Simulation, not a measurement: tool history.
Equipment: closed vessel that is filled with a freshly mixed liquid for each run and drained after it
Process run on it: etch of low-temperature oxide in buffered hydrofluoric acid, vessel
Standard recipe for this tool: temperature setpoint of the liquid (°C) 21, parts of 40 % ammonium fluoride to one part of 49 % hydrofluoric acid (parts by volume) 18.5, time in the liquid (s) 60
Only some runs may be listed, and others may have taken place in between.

run,hour,temperature setpoint of the liquid (°C),parts of 40 % ammonium fluoride to one part of 49 % hydrofluoric acid (parts by volume),time in the liquid (s),wafers since the last listed run,hours since the thermometer was replaced,hours since the hydrofluoric acid flow meter was replaced,hours since the gauge calibration,"read-back film thickness of the low-temperature oxide reference wafer, read on the same gauge (nm)",thickness taken off the low-temperature oxide on a monitor wafer (Å)
1,0,21,18.5,60,0,412.4,341.9,618.8,49.99,794.4
2,79.9,21,22,60,7288,492.3,421.8,698.7,50.01,683.5
3,186.1,20,18.5,60,9687,598.5,528,804.9,50,743.5
4,241.3,21,15.5,60,5035,653.7,583.2,860.1,49.98,935.6
5,334.9,21,18.5,60,8538,747.3,676.8,953.7,50,777.4
6,385.2,21,18.5,60,4588,797.6,727.1,1004,50,786.1
7,459.8,21,18.5,60,6804,872.2,801.7,1078.6,50.01,775.2
8,498.5,21,18.5,80,3530,910.9,840.4,1117.3,49.99,1033.3
9,540.1,21,18.5,80,3794,952.5,882,1158.9,49.99,1037.2
# hour 556.4: gauge calibrated
10,641,21,18.5,35,9203,1053.4,982.9,84.6,49.98,449.2
11,677.5,21,24.5,35,3329,1089.9,1019.4,121.1,50,361.7
12,748.9,21,22,35,6512,1161.3,1090.8,192.5,49.96,388.9
13,832.5,24,24,35,7625,1244.9,1174.4,276.1,50,431.1
14,941.2,23,12.5,60,9915,1353.6,1283.1,384.8,50.01,1251.2
15,1015.9,23,22,70,6813,1428.3,1357.8,459.5,50.02,863.5
# hour 1047.6: hydrofluoric acid flow meter replaced
# hour 1049: thermometer replaced
16,1095.7,17,18.5,90,7096,46.7,48.1,539.3,49.99,956.1
17,1175.5,21,24,60,7279,126.5,127.9,619.1,49.99,651.7
18,1238.6,21,18.5,60,5755,189.6,191,682.2,50.01,799.2
19,1327,21,15.5,60,8063,278,279.4,770.6,49.98,940.1
20,1377.9,18.5,24,70,4643,328.9,330.3,821.5,50,655.4

Below are 3 alternative next runs, each starting from the tool's condition after run 20. Predict each:
A,1378.6,21,18.5,60,63,329.6,331,822.2,?,?
B,1378.6,21,22.5,60,63,329.6,331,822.2,?,?
C,1378.6,18,18.5,80,63,329.6,331,822.2,?,?

run,"read-back film thickness of the low-temperature oxide reference wafer, read on the same gauge (nm)",thickness taken off the low-temperature oxide on a monitor wafer (Å)
A,50.01,790.2
B,50.01,674.5
C,50.01,889.5
Had the tool no hidden state, the same runs would have come out as:
run,thickness taken off the low-temperature oxide on a monitor wafer (Å)
A,805.3
B,687.5
C,906.9
